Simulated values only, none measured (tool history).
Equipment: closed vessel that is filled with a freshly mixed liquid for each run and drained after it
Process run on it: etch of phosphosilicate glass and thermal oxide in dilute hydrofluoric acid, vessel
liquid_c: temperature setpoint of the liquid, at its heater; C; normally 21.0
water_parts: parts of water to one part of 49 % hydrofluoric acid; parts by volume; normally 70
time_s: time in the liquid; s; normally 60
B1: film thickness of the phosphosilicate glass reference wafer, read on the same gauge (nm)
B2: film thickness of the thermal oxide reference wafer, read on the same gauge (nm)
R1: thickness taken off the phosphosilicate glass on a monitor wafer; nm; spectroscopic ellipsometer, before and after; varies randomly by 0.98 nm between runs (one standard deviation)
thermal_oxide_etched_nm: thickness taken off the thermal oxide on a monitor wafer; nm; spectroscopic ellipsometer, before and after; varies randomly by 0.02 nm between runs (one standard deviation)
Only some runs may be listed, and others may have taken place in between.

{"run": 1, "hour": 0.0, "liquid_c": 21.0, "water_parts": 70, "time_s": 60, "B1": 39.99, "B2": 60.013, "R1": 120.77, "thermal_oxide_etched_nm": 3.751}
{"run": 2, "hour": 47.0, "liquid_c": 21.0, "water_parts": 70, "time_s": 60, "B1": 39.98, "B2": 59.942, "R1": 119.53, "thermal_oxide_etched_nm": 3.735}
{"run": 3, "hour": 92.3, "liquid_c": 21.0, "water_parts": 60, "time_s": 60, "B1": 40.02, "B2": 60.016, "R1": 142.19, "thermal_oxide_etched_nm": 4.377}
{"run": 4, "hour": 160.1, "liquid_c": 21.0, "water_parts": 60, "time_s": 60, "B1": 40.01, "B2": 60.05, "R1": 141.55, "thermal_oxide_etched_nm": 4.403}
{"run": 5, "hour": 223.7, "liquid_c": 21.0, "water_parts": 60, "time_s": 60, "B1": 40.0, "B2": 59.977, "R1": 142.95, "thermal_oxide_etched_nm": 4.406}
{"run": 6, "hour": 288.7, "liquid_c": 21.0, "water_parts": 70, "time_s": 35, "B1": 39.98, "B2": 60.017, "R1": 70.74, "thermal_oxide_etched_nm": 2.215}
{"run": 7, "hour": 316.9, "liquid_c": 21.0, "water_parts": 70, "time_s": 35, "B1": 39.99, "B2": 60.011, "R1": 70.89, "thermal_oxide_etched_nm": 2.185}
{"run": 8, "hour": 387.3, "liquid_c": 21.0, "water_parts": 70, "time_s": 35, "B1": 40.0, "B2": 60.017, "R1": 69.88, "thermal_oxide_etched_nm": 2.203}
{"hour": 417.5, "done": "hydrofluoric acid flow meter replaced"}
{"run": 9, "hour": 438.7, "liquid_c": 18.0, "water_parts": 70, "time_s": 45, "B1": 40.0, "B2": 60.043, "R1": 70.26, "thermal_oxide_etched_nm": 2.183}
{"run": 10, "hour": 488.6, "liquid_c": 21.0, "water_parts": 70, "time_s": 60, "B1": 40.01, "B2": 59.925, "R1": 107.84, "thermal_oxide_etched_nm": 3.364}
{"hour": 553.2, "done": "gauge calibrated"}
{"run": 11, "hour": 554.0, "liquid_c": 23.5, "water_parts": 80, "time_s": 45, "B1": 40.01, "B2": 60.021, "R1": 79.15, "thermal_oxide_etched_nm": 2.39}
{"hour": 580.0, "done": "thermometer replaced"}
{"run": 12, "hour": 601.5, "liquid_c": 21.0, "water_parts": 90, "time_s": 60, "B1": 40.01, "B2": 60.012, "R1": 85.91, "thermal_oxide_etched_nm": 2.675}
{"run": 13, "hour": 670.3, "liquid_c": 21.0, "water_parts": 70, "time_s": 85, "B1": 40.0, "B2": 59.959, "R1": 161.96, "thermal_oxide_etched_nm": 4.998}
{"run": 14, "hour": 735.7, "liquid_c": 17.0, "water_parts": 45, "time_s": 50, "B1": 39.99, "B2": 59.986, "R1": 128.04, "thermal_oxide_etched_nm": 3.944}
{"run": 15, "hour": 772.1, "liquid_c": 21.0, "water_parts": 45, "time_s": 95, "B1": 40.01, "B2": 60.031, "R1": 285.44, "thermal_oxide_etched_nm": 8.942}
{"run": 16, "hour": 808.8, "liquid_c": 19.0, "water_parts": 45, "time_s": 60, "B1": 40.0, "B2": 59.98, "R1": 166.42, "thermal_oxide_etched_nm": 5.245}
{"run": 17, "hour": 870.7, "liquid_c": 21.0, "water_parts": 70, "time_s": 40, "B1": 40.0, "B2": 59.969, "R1": 76.97, "thermal_oxide_etched_nm": 2.377}
{"run": 18, "hour": 902.4, "liquid_c": 21.0, "water_parts": 105, "time_s": 60, "B1": 39.99, "B2": 59.97, "R1": 72.21, "thermal_oxide_etched_nm": 2.274}
{"run": 19, "hour": 936.4, "liquid_c": 21.0, "water_parts": 70, "time_s": 35, "B1": 40.02, "B2": 60.004, "R1": 66.46, "thermal_oxide_etched_nm": 2.076}
{"run": 20, "hour": 985.8, "liquid_c": 19.5, "water_parts": 70, "time_s": 50, "B1": 40.02, "B2": 59.96, "R1": 89.47, "thermal_oxide_etched_nm": 2.791}
{"run": 21, "hour": 1016.9, "liquid_c": 21.0, "water_parts": 70, "time_s": 60, "B1": 39.99, "B2": 60.012, "R1": 115.02, "thermal_oxide_etched_nm": 3.548}
{"run": 22, "hour": 1045.5, "liquid_c": 21.0, "water_parts": 50, "time_s": 60, "B1": 39.97, "B2": 59.962, "R1": 166.83, "thermal_oxide_etched_nm": 5.099}
{"run": 23, "hour": 1105.7, "liquid_c": 22.5, "water_parts": 35, "time_s": 60, "B1": 39.99, "B2": 59.947, "R1": 256.03, "thermal_oxide_etched_nm": 7.937}
{"run": 24, "hour": 1143.3, "liquid_c": 21.0, "water_parts": 70, "time_s": 90, "B1": 40.01, "B2": 60.0, "R1": 173.86, "thermal_oxide_etched_nm": 5.359}
{"run": 25, "hour": 1170.0, "liquid_c": 19.0, "water_parts": 85, "time_s": 60, "B1": 39.99, "B2": 59.987, "R1": 85.58, "thermal_oxide_etched_nm": 2.647}
{"run": 26, "hour": 1201.3, "liquid_c": 21.0, "water_parts": 45, "time_s": 60, "B1": 39.99, "B2": 60.065, "R1": 181.11, "thermal_oxide_etched_nm": 5.787}

Below are 3 alternative next runs, each starting from the tool's condition after run 26. Predict each:
{"run": "A", "hour": 1202.0, "liquid_c": 21.0, "water_parts": 70, "time_s": 60, "B1": "?", "B2": "?", "R1": "?", "thermal_oxide_etched_nm": "?"}
{"run": "B", "hour": 1202.0, "liquid_c": 25.5, "water_parts": 70, "time_s": 90, "B1": "?", "B2": "?", "R1": "?", "thermal_oxide_etched_nm": "?"}
{"run": "C", "hour": 1202.0, "liquid_c": 21.0, "water_parts": 100, "time_s": 60, "B1": "?", "B2": "?", "R1": "?", "thermal_oxide_etched_nm": "?"}

run=A B1=40.01 B2=60.045 R1=115.45 thermal_oxide_etched_nm=3.583
run=B B1=40.01 B2=60.045 R1=208.33 thermal_oxide_etched_nm=6.465
run=C B1=40.01 B2=60.045 R1=78.17 thermal_oxide_etched_nm=2.426
Without the tool's hidden state the same runs would have given:
run=A R1=112.83 thermal_oxide_etched_nm=3.501
run=B R1=203.32 thermal_oxide_etched_nm=6.310
run=C R1=76.25 thermal_oxide_etched_nm=2.366
